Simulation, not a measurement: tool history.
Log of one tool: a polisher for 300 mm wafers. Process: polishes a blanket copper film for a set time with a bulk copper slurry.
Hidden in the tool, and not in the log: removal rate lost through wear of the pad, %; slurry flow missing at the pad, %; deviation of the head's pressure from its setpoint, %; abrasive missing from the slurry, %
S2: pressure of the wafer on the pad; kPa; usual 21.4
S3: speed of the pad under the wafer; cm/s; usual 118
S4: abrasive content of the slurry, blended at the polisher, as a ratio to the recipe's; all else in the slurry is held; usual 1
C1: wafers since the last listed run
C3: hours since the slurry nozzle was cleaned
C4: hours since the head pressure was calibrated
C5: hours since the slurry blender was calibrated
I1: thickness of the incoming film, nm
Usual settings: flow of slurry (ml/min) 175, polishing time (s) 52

run 1 hour=0 | flow_of_slurry_(ml/min)=175 S2=21.4 S3=118 S4=1 polishing_time_(s)=52 | C1=0 wafers_polished_on_this_pad=2451 C3=173.7 C4=757.2 C5=180.6 | I1=2762.3 | film_removed_(angstrom)=7147
-- hour=17.9 worn pad replaced by a new one
run 2 hour=63.4 | flow_of_slurry_(ml/min)=175 S2=21.4 S3=118 S4=1 polishing_time_(s)=52 | C1=603 wafers_polished_on_this_pad=461 C3=237.1 C4=820.6 C5=244 | I1=2751.2 | film_removed_(angstrom)=7153
-- hour=85.8 head pressure recalibrated
run 3 hour=132.8 | flow_of_slurry_(ml/min)=175 S2=16.5 S3=118 S4=1.15 polishing_time_(s)=52 | C1=684 wafers_polished_on_this_pad=1146 C3=306.5 C4=47 C5=313.4 | I1=2816.8 | film_removed_(angstrom)=6473
-- hour=137.6 slurry nozzle cleaned
run 4 hour=164.5 | flow_of_slurry_(ml/min)=175 S2=21.4 S3=118 S4=1 polishing_time_(s)=52 | C1=311 wafers_polished_on_this_pad=1458 C3=26.9 C4=78.7 C5=345.1 | I1=2775.2 | film_removed_(angstrom)=6980
-- hour=188.1 slurry blender recalibrated
run 5 hour=199.8 | flow_of_slurry_(ml/min)=175 S2=21.4 S3=118 S4=1 polishing_time_(s)=52 | C1=338 wafers_polished_on_this_pad=1796 C3=62.2 C4=114 C5=11.7 | I1=2800.9 | film_removed_(angstrom)=7309
run 6 hour=252.4 | flow_of_slurry_(ml/min)=175 S2=21.4 S3=118 S4=1 polishing_time_(s)=52 | C1=534 wafers_polished_on_this_pad=2331 C3=114.8 C4=166.6 C5=64.3 | I1=2768 | film_removed_(angstrom)=7305
-- hour=272.2 worn pad replaced by a new one
run 7 hour=296.4 | flow_of_slurry_(ml/min)=220 S2=21.4 S3=118 S4=1 polishing_time_(s)=41 | C1=406 wafers_polished_on_this_pad=246 C3=158.8 C4=210.6 C5=108.3 | I1=2790.4 | film_removed_(angstrom)=5800
run 8 hour=352.6 | flow_of_slurry_(ml/min)=175 S2=21.4 S3=118 S4=1 polishing_time_(s)=52 | C1=570 wafers_polished_on_this_pad=817 C3=215 C4=266.8 C5=164.5 | I1=2786.4 | film_removed_(angstrom)=7069
run 9 hour=412.8 | flow_of_slurry_(ml/min)=175 S2=21.4 S3=118 S4=1 polishing_time_(s)=52 | C1=611 wafers_polished_on_this_pad=1428 C3=275.2 C4=327 C5=224.7 | I1=2776.5 | film_removed_(angstrom)=7212
-- hour=505.4 slurry nozzle cleaned
run 10 hour=529 | flow_of_slurry_(ml/min)=175 S2=21.4 S3=118 S4=1 polishing_time_(s)=52 | C1=1170 wafers_polished_on_this_pad=2598 C3=23.6 C4=443.2 C5=340.9 | I1=2753.3 | film_removed_(angstrom)=7023
-- hour=542.6 slurry blender recalibrated
run 11 hour=579.1 | flow_of_slurry_(ml/min)=140 S2=21.4 S3=118 S4=1 polishing_time_(s)=52 | C1=488 wafers_polished_on_this_pad=3087 C3=73.7 C4=493.3 C5=36.5 | I1=2794.2 | film_removed_(angstrom)=6665
-- hour=587.2 worn pad replaced by a new one
run 12 hour=612.7 | flow_of_slurry_(ml/min)=140 S2=21.4 S3=118 S4=1 polishing_time_(s)=52 | C1=300 wafers_polished_on_this_pad=258 C3=107.3 C4=526.9 C5=70.1 | I1=2789.1 | film_removed_(angstrom)=6627
run 13 hour=663.6 | flow_of_slurry_(ml/min)=175 S2=21.4 S3=118 S4=1 polishing_time_(s)=52 | C1=517 wafers_polished_on_this_pad=775 C3=158.2 C4=577.8 C5=121 | I1=2778.1 | film_removed_(angstrom)=6747
run 14 hour=723.3 | flow_of_slurry_(ml/min)=175 S2=21.4 S3=118 S4=1 polishing_time_(s)=52 | C1=606 wafers_polished_on_this_pad=1382 C3=217.9 C4=637.5 C5=180.7 | I1=2782.6 | film_removed_(angstrom)=6707
run 15 hour=790.5 | flow_of_slurry_(ml/min)=175 S2=21.4 S3=118 S4=1 polishing_time_(s)=52 | C1=682 wafers_polished_on_this_pad=2064 C3=285.1 C4=704.7 C5=247.9 | I1=2795.9 | film_removed_(angstrom)=6671
-- hour=808.2 slurry blender recalibrated, repeated, since the last time left the tool worse
run 16 hour=830.3 | flow_of_slurry_(ml/min)=175 S2=21.4 S3=118 S4=1 polishing_time_(s)=52 | C1=383 wafers_polished_on_this_pad=2448 C3=324.9 C4=744.5 C5=22.1 | I1=2760.6 | film_removed_(angstrom)=7268
-- hour=881.5 slurry nozzle cleaned
-- hour=885.7 worn pad replaced by a new one
run 17 hour=886.2 | flow_of_slurry_(ml/min)=125 S2=21.4 S3=118 S4=0.75 polishing_time_(s)=65 | C1=517 wafers_polished_on_this_pad=5 C3=4.7 C4=800.4 C5=78 | I1=2768.8 | film_removed_(angstrom)=7764
run 18 hour=923.2 | flow_of_slurry_(ml/min)=140 S2=21.4 S3=118 S4=1 polishing_time_(s)=44 | C1=375 wafers_polished_on_this_pad=381 C3=41.7 C4=837.4 C5=115 | I1=2805.7 | film_removed_(angstrom)=5906
run 19 hour=954.7 | flow_of_slurry_(ml/min)=175 S2=21.4 S3=160 S4=1 polishing_time_(s)=52 | C1=319 wafers_polished_on_this_pad=701 C3=73.2 C4=868.9 C5=146.5 | I1=2803 | film_removed_(angstrom)=9522
run 20 hour=991.2 | flow_of_slurry_(ml/min)=175 S2=14.5 S3=118 S4=0.75 polishing_time_(s)=52 | C1=370 wafers_polished_on_this_pad=1071 C3=109.7 C4=905.4 C5=183 | I1=2763.7 | film_removed_(angstrom)=5174
run 21 hour=1024.7 | flow_of_slurry_(ml/min)=210 S2=27.6 S3=90 S4=0.9 polishing_time_(s)=52 | C1=340 wafers_polished_on_this_pad=1412 C3=143.2 C4=938.9 C5=216.5 | I1=2781.5 | film_removed_(angstrom)=6442
-- hour=1035.1 head pressure recalibrated
run 22 hour=1087.3 | flow_of_slurry_(ml/min)=175 S2=21.4 S3=118 S4=1 polishing_time_(s)=52 | C1=615 wafers_polished_on_this_pad=2027 C3=205.8 C4=52.2 C5=279.1 | I1=2793 | film_removed_(angstrom)=7095
run 23 hour=1125.9 | flow_of_slurry_(ml/min)=175 S2=21.4 S3=118 S4=1.1 polishing_time_(s)=52 | C1=392 wafers_polished_on_this_pad=2419 C3=244.4 C4=90.8 C5=317.7 | I1=2799 | film_removed_(angstrom)=7334
-- hour=1140.8 worn pad replaced by a new one
-- hour=1160.6 slurry blender recalibrated
-- hour=1175 slurry nozzle cleaned
run 24 hour=1189 | flow_of_slurry_(ml/min)=130 S2=24.8 S3=118 S4=1 polishing_time_(s)=66 | C1=569 wafers_polished_on_this_pad=459 C3=14 C4=153.9 C5=28.4 | I1=2738.1 | film_removed_(angstrom)=9770
run 25 hour=1214.2 | flow_of_slurry_(ml/min)=175 S2=21.4 S3=118 S4=1 polishing_time_(s)=52 | C1=255 wafers_polished_on_this_pad=715 C3=39.2 C4=179.1 C5=53.6 | I1=2781.3 | film_removed_(angstrom)=7345
run 26 hour=1269.4 | flow_of_slurry_(ml/min)=130 S2=15.2 S3=118 S4=1 polishing_time_(s)=63 | C1=560 wafers_polished_on_this_pad=1276 C3=94.4 C4=234.3 C5=108.8 | I1=2833.7 | film_removed_(angstrom)=7026
run 27 hour=1337.7 | flow_of_slurry_(ml/min)=195 S2=21.4 S3=86 S4=1 polishing_time_(s)=52 | C1=693 wafers_polished_on_this_pad=1970 C3=162.7 C4=302.6 C5=177.1 | I1=2809.7 | film_removed_(angstrom)=5377
run 28 hour=1398.2 | flow_of_slurry_(ml/min)=215 S2=21.4 S3=100 S4=1 polishing_time_(s)=39 | C1=614 wafers_polished_on_this_pad=2584 C3=223.2 C4=363.1 C5=237.6 | I1=2758.7 | film_removed_(angstrom)=4716

Forecast each of these 4 alternatives for the next run:
run A hour=1398.6 | flow_of_slurry_(ml/min)=175 S2=21.4 S3=118 S4=0.8 polishing_time_(s)=52 | C1=4 wafers_polished_on_this_pad=2588 C3=223.6 C4=363.5 C5=238 | I1=2814.6 | film_removed_(angstrom)=?
run B hour=1398.6 | flow_of_slurry_(ml/min)=220 S2=28.3 S3=146 S4=1 polishing_time_(s)=52 | C1=4 wafers_polished_on_this_pad=2588 C3=223.6 C4=363.5 C5=238 | I1=2814.6 | film_removed_(angstrom)=?
run C hour=1398.6 | flow_of_slurry_(ml/min)=175 S2=21.4 S3=118 S4=1 polishing_time_(s)=34 | C1=4 wafers_polished_on_this_pad=2588 C3=223.6 C4=363.5 C5=238 | I1=2814.6 | film_removed_(angstrom)=?
run D hour=1398.6 | flow_of_slurry_(ml/min)=175 S2=15.9 S3=88 S4=1.15 polishing_time_(s)=40 | C1=4 wafers_polished_on_this_pad=2588 C3=223.6 C4=363.5 C5=238 | I1=2814.6 | film_removed_(angstrom)=?

run=A film_removed_(angstrom)=6680
run=B film_removed_(angstrom)=10889
run=C film_removed_(angstrom)=4758
run=D film_removed_(angstrom)=3780
Without the tool's hidden state the same runs would have given:
run=A film_removed_(angstrom)=6818
run=B film_removed_(angstrom)=11128
run=C film_removed_(angstrom)=4862
run=D film_removed_(angstrom)=3865

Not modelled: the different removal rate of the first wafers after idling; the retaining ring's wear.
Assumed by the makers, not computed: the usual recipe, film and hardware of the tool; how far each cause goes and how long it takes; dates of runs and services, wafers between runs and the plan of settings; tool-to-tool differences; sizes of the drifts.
